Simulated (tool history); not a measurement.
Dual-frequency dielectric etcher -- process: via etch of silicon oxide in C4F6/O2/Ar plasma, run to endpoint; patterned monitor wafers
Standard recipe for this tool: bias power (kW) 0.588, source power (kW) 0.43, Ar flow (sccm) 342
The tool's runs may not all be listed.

| run | hour | bias power (kW) | source power (kW) | Ar flow (sccm) | wafers since the last listed run | hours since the last wet clean | hours since the last bias power generator calibration | hours since the last source power generator calibration | hours since the last Ar flow controller change | hours since the last upper electrode change | incoming incoming film thickness, nm | endpoint time (s) |
|---|---|---|---|---|---|---|---|---|---|---|---|---|
| 1 | 0 | 0.588 | 0.43 | 342 | 0 | 319.7 | 4228.4 | 4592.3 | 5060.6 | 4405.4 | 146.3 | 29.4 |
| 2 | 16.3 | 0.588 | 0.43 | 342 | 222 | 336 | 4244.7 | 4608.6 | 5076.9 | 4421.7 | 147.4 | 29.8 |
| 3 | 23.1 | 0.588 | 0.43 | 342 | 92 | 342.8 | 4251.5 | 4615.4 | 5083.7 | 4428.5 | 146.9 | 29.9 |
| 4 | 33.6 | 0.588 | 0.43 | 342 | 143 | 353.3 | 4262 | 4625.9 | 5094.2 | 4439 | 148.5 | 30 |
|  | 62.7 | wet clean of the chamber |
| 5 | 63.2 | 0.588 | 0.43 | 342 | 76 | 0.5 | 4291.6 | 4655.5 | 5123.8 | 4468.6 | 150.2 | 29 |
| 6 | 97.8 | 0.588 | 0.46 | 342 | 471 | 35.1 | 4326.2 | 4690.1 | 5158.4 | 4503.2 | 148.9 | 28.5 |
|  | 122.9 | upper electrode replaced |
| 7 | 123.4 | 0.588 | 0.46 | 342 | 21 | 60.7 | 4351.8 | 4715.7 | 5184 | 0.5 | 146.9 | 28.2 |
| 8 | 123.7 | 0.588 | 0.46 | 342 | 4 | 61 | 4352.1 | 4716 | 5184.3 | 0.8 | 147.4 | 28.4 |
| 9 | 138.1 | 0.588 | 0.43 | 342 | 196 | 75.4 | 4366.5 | 4730.4 | 5198.7 | 15.2 | 148.5 | 29.1 |
| 10 | 155.5 | 0.588 | 0.43 | 342 | 237 | 92.8 | 4383.9 | 4747.8 | 5216.1 | 32.6 | 148.6 | 29.2 |
| 11 | 164 | 0.48 | 0.51 | 342 | 115 | 101.3 | 4392.4 | 4756.3 | 5224.6 | 41.1 | 149 | 29.8 |
|  | 176.9 | source power generator calibrated |
| 12 | 178.5 | 0.715 | 0.43 | 264 | 143 | 115.8 | 4406.9 | 1.6 | 5239.1 | 55.6 | 148.5 | 26.4 |
| 13 | 190.3 | 0.588 | 0.43 | 342 | 160 | 127.6 | 4418.7 | 13.4 | 5250.9 | 67.4 | 147.8 | 29.3 |
| 14 | 227.5 | 0.637 | 0.39 | 374 | 507 | 164.8 | 4455.9 | 50.6 | 5288.1 | 104.6 | 148 | 29.7 |
| 15 | 236 | 0.588 | 0.43 | 296 | 115 | 173.3 | 4464.4 | 59.1 | 5296.6 | 113.1 | 148 | 29.2 |
| 16 | 249.1 | 0.588 | 0.43 | 342 | 178 | 186.4 | 4477.5 | 72.2 | 5309.7 | 126.2 | 148.2 | 29.4 |
| 17 | 255.4 | 0.629 | 0.4 | 263 | 85 | 192.7 | 4483.8 | 78.5 | 5316 | 132.5 | 147.8 | 28.6 |
|  | 265.7 | Ar flow controller replaced |
|  | 267.3 | bias power generator calibrated |
| 18 | 270.1 | 0.588 | 0.5 | 276 | 97 | 207.4 | 2.8 | 93.2 | 4.4 | 147.2 | 149.1 | 27.8 |
| 19 | 281.6 | 0.685 | 0.34 | 342 | 156 | 218.9 | 14.3 | 104.7 | 15.9 | 158.7 | 148.7 | 30.1 |
| 20 | 298.1 | 0.588 | 0.43 | 342 | 225 | 235.4 | 30.8 | 121.2 | 32.4 | 175.2 | 149 | 29.9 |
| 21 | 304.5 | 0.588 | 0.54 | 342 | 87 | 241.8 | 37.2 | 127.6 | 38.8 | 181.6 | 148.7 | 27.7 |
| 22 | 317.5 | 0.674 | 0.39 | 369 | 177 | 254.8 | 50.2 | 140.6 | 51.8 | 194.6 | 147.3 | 29.2 |
| 23 | 324.1 | 0.588 | 0.43 | 342 | 90 | 261.4 | 56.8 | 147.2 | 58.4 | 201.2 | 148.8 | 30.1 |
| 24 | 336.1 | 0.588 | 0.4 | 410 | 163 | 273.4 | 68.8 | 159.2 | 70.4 | 213.2 | 147.9 | 30.9 |
|  | 371.8 | wet clean of the chamber |
| 25 | 372.3 | 0.588 | 0.47 | 342 | 166 | 0.5 | 105 | 195.4 | 106.6 | 249.4 | 147.6 | 27.8 |
| 26 | 372.6 | 0.487 | 0.46 | 342 | 4 | 0.8 | 105.3 | 195.7 | 106.9 | 249.7 | 148.8 | 30.4 |
| 27 | 373 | 0.588 | 0.53 | 388 | 5 | 1.2 | 105.7 | 196.1 | 107.3 | 250.1 | 149.1 | 27.1 |
| 28 | 381.1 | 0.705 | 0.43 | 419 | 110 | 9.3 | 113.8 | 204.2 | 115.4 | 258.2 | 146.7 | 26.9 |

Below are 5 alternative next runs, each starting from the tool's condition after run 28. Predict each:
| A | 381.5 | 0.588 | 0.43 | 342 | 5 | 9.7 | 114.2 | 204.6 | 115.8 | 258.6 | 148.5 | ? |
| B | 381.5 | 0.544 | 0.52 | 301 | 5 | 9.7 | 114.2 | 204.6 | 115.8 | 258.6 | 148.5 | ? |
| C | 381.5 | 0.531 | 0.43 | 342 | 5 | 9.7 | 114.2 | 204.6 | 115.8 | 258.6 | 148.5 | ? |
| D | 381.5 | 0.588 | 0.43 | 427 | 5 | 9.7 | 114.2 | 204.6 | 115.8 | 258.6 | 148.5 | ? |
| E | 381.5 | 0.588 | 0.5 | 342 | 5 | 9.7 | 114.2 | 204.6 | 115.8 | 258.6 | 148.5 | ? |

| run | endpoint time (s) |
|---|---|
| A | 28.6 |
| B | 27.4 |
| C | 29.8 |
| D | 29.2 |
| E | 27.2 |
The same runs, with their run-to-run variation unchanged, on a tool lacking any hidden condition would have given:
| run | endpoint time (s) |
|---|---|
| A | 28.8 |
| B | 27.5 |
| C | 30 |
| D | 29.4 |
| E | 27.4 |
